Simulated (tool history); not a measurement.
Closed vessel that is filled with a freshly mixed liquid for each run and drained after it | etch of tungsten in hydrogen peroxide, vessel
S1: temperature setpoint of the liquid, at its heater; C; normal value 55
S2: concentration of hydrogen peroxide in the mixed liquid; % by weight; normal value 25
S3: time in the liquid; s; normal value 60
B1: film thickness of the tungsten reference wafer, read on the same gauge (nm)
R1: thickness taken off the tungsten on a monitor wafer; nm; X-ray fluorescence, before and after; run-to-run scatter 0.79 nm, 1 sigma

run 1 hour=0 | S1=55 S2=25 S3=60 | B1=90.04 | R1=101.49
run 2 hour=25.9 | S1=55 S2=25 S3=60 | B1=90 | R1=100.92
run 3 hour=65 | S1=55 S2=30 S3=60 | B1=89.99 | R1=112.46
run 4 hour=207 | S1=55 S2=25 S3=60 | B1=90.01 | R1=103.53
run 5 hour=232.4 | S1=60.5 S2=25 S3=60 | B1=89.99 | R1=142.24
run 6 hour=294 | S1=55 S2=22.5 S3=60 | B1=90.02 | R1=98.05
run 7 hour=320.3 | S1=55 S2=22.5 S3=60 | B1=89.99 | R1=97.95
run 8 hour=344.5 | S1=55 S2=22.5 S3=60 | B1=90.01 | R1=98.77
-- hour=414.2 gauge calibrated
run 9 hour=416.3 | S1=55 S2=23 S3=85 | B1=90.04 | R1=139.58
run 10 hour=451.2 | S1=55 S2=23 S3=85 | B1=90 | R1=141.68
run 11 hour=485.4 | S1=55 S2=23 S3=85 | B1=90 | R1=139.53
run 12 hour=518.2 | S1=55 S2=25 S3=60 | B1=90 | R1=103.57
-- hour=535 peroxide flow meter replaced
-- hour=540.9 new drum of peroxide connected
run 13 hour=553.2 | S1=59 S2=19 S3=40 | B1=90.01 | R1=76.38
run 14 hour=601.9 | S1=55 S2=25 S3=60 | B1=90 | R1=103.74
run 15 hour=654.2 | S1=65 S2=25 S3=60 | B1=89.98 | R1=184.54
run 16 hour=722.1 | S1=55 S2=29 S3=40 | B1=89.99 | R1=75.16
-- hour=773.6 thermometer replaced
run 17 hour=782.7 | S1=55 S2=27.5 S3=60 | B1=90 | R1=103.18
run 18 hour=808.1 | S1=64.5 S2=27.5 S3=30 | B1=89.99 | R1=87.79
run 19 hour=865.8 | S1=61 S2=20 S3=70 | B1=89.98 | R1=143.51
run 20 hour=891.6 | S1=47 S2=30 S3=90 | B1=90 | R1=98.35
run 21 hour=930.4 | S1=62.5 S2=21.5 S3=50 | B1=89.99 | R1=117.65
run 22 hour=957.4 | S1=46 S2=20 S3=60 | B1=90.01 | R1=51.31
run 23 hour=987.3 | S1=55 S2=25 S3=60 | B1=89.98 | R1=99.65
-- hour=989.5 gauge calibrated
run 24 hour=1043.3 | S1=55 S2=25 S3=90 | B1=90 | R1=148.49
run 25 hour=1080.5 | S1=45 S2=20 S3=75 | B1=89.98 | R1=60.16

Some steps in R1 between neighbouring runs. How much of each would the tool show without its hidden state too (settings, what came in, random variation), and how much is left for the hidden state, with any gauge scatter that isn't in both results?
Hidden state at play: liquid hotter than its thermometer reads (K); peroxide flow above the setpoint (%); peroxide weaker than its label (%); gauge reads high (%).
Run 14 -> 15: S1 55 -> 65. R1 +80.8 nm: hidden state +5.99, all else +74.81.
Run 15 -> 16: S1 65 -> 55, S2 25 -> 29, S3 60 -> 40. R1 -109.38 nm: hidden state -8.01, all else -101.37.
Run 24 -> 25: S1 55 -> 45, S2 25 -> 20, S3 90 -> 75. R1 -88.33 nm: hidden state -2.65, all else -85.68.
